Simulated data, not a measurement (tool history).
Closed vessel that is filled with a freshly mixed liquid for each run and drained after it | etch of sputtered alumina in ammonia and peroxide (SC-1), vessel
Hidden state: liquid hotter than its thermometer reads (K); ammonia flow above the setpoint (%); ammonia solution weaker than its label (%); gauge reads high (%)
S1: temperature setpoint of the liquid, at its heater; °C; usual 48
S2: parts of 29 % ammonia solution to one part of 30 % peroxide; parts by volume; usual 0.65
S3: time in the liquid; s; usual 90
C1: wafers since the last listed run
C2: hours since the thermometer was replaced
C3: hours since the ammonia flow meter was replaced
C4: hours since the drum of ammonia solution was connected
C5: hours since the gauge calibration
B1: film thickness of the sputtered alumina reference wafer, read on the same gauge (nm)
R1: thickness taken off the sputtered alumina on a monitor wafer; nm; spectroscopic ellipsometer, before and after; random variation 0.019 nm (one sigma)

run     day    S1    S2   S3    C1      C2      C3     C4     C5     B1     R1
  1       0    48  0.65   90     0  1688.8  1713.3  293.8  673.3     50   5.51
  2   1.233    48  0.65   90  1951  1718.4  1742.9  323.4  702.9  50.04    5.5
  3   1.738    48  0.65   90   797  1730.5    1755  335.5    715  49.96   5.53
  4   2.958    41  0.65   90  1931  1759.8  1784.3  364.8  744.3     50   3.71
  5   4.104    41  0.65   90  1813  1787.3  1811.8  392.3  771.8  50.01   3.72
  6   4.696  51.5   0.5   90   936  1801.5    1826  406.5    786  50.01   6.53
  7   5.362    48  0.65   90  1054  1817.5    1842  422.5    802     50   5.52
  8   6.125    48  0.65   90  1206  1835.8  1860.3  440.8  820.3  50.03   5.51
  9   7.217    48  0.65  130  1727    1862  1886.5    467  846.5  50.02   8.01
      7.621  -- gauge calibrated
 10   8.238    48  0.65  130  1615  1886.5    1911  491.5   14.8  49.96   8.03
      9.421  -- new drum of ammonia solution connected
 11   9.488    48  0.65   90  1912  1916.5    1941    1.6   44.8  49.99   5.57
 12  10.125    48   0.5   40  1008  1931.8  1956.3   16.9   60.1     50   2.41
 13  11.483    48  0.65   90  2149  1964.4  1988.9   49.5   92.7  49.98   5.57
     11.958  -- ammonia flow meter replaced
 14  12.954    43  0.75   45  2261  1999.7    23.9   84.8    128     50   2.14
 15  13.725  54.5  0.35  135  1219  2018.2    42.4  103.3  146.5     50  11.22
 16  14.254  40.5  0.45  140   837  2030.9    55.1    116  159.2  50.02   5.49
 17  15.483    48  0.65   90  1945  2060.4    84.6  145.5  188.7  49.99   5.62
 18  16.833    48   0.4  115  2136  2092.8     117  177.9  221.1  50.02   6.89
 19  17.929    44  0.45   90  1734  2119.1   143.3  204.2  247.4  50.01   4.36
     18.567  -- thermometer replaced
 20  18.775    48  0.65   90  1272       5   163.6  224.5  267.7  49.98   5.07
 21  19.383    43  0.85   90   962    19.6   178.2  239.1  282.3  49.97   3.96
 22   20.85    48  0.65   90  2320    54.8   213.4  274.3  317.5  49.99   5.12
 23  23.729    45   0.5   90  4556   123.9   282.5  343.4  386.6     50   4.22
 24  26.612  40.5  0.95  145  4562   193.1   351.7  412.6  455.8  50.04   5.62
 25  27.225    48   0.9  130   969   207.8   366.4  427.3  470.5  49.98   7.63
 26  28.529    48  0.65   90  2063   239.1   397.7  458.6  501.8  50.02   5.18
 27  29.775    48  0.65   90  1971     269   427.6  488.5  531.7  49.95   5.15
     30.275  -- new drum of ammonia solution connected
 28  30.633    48  0.65   40  1292   289.6   448.2    8.6  552.3     50   2.31

Measured less the same run without the tool's hidden state. The same run-to-run variation is in both; the gauge's scatter may not be:
run     R1
  1   +0.5
  2   +0.5
  3  +0.51
  4  +0.36
  5  +0.37
  6  +0.61
  7  +0.53
  8  +0.54
  9  +0.79
 10   +0.8
 11  +0.57
 12  +0.24
 13  +0.58
 14  +0.23
 15  +1.13
 16  +0.62
 17   +0.6
 18  +0.75
 19  +0.49
 20  +0.12
 21   +0.1
 22  +0.13
 23  +0.12
 24  +0.19
 25  +0.25
 26  +0.18
 27  +0.19
 28  +0.08
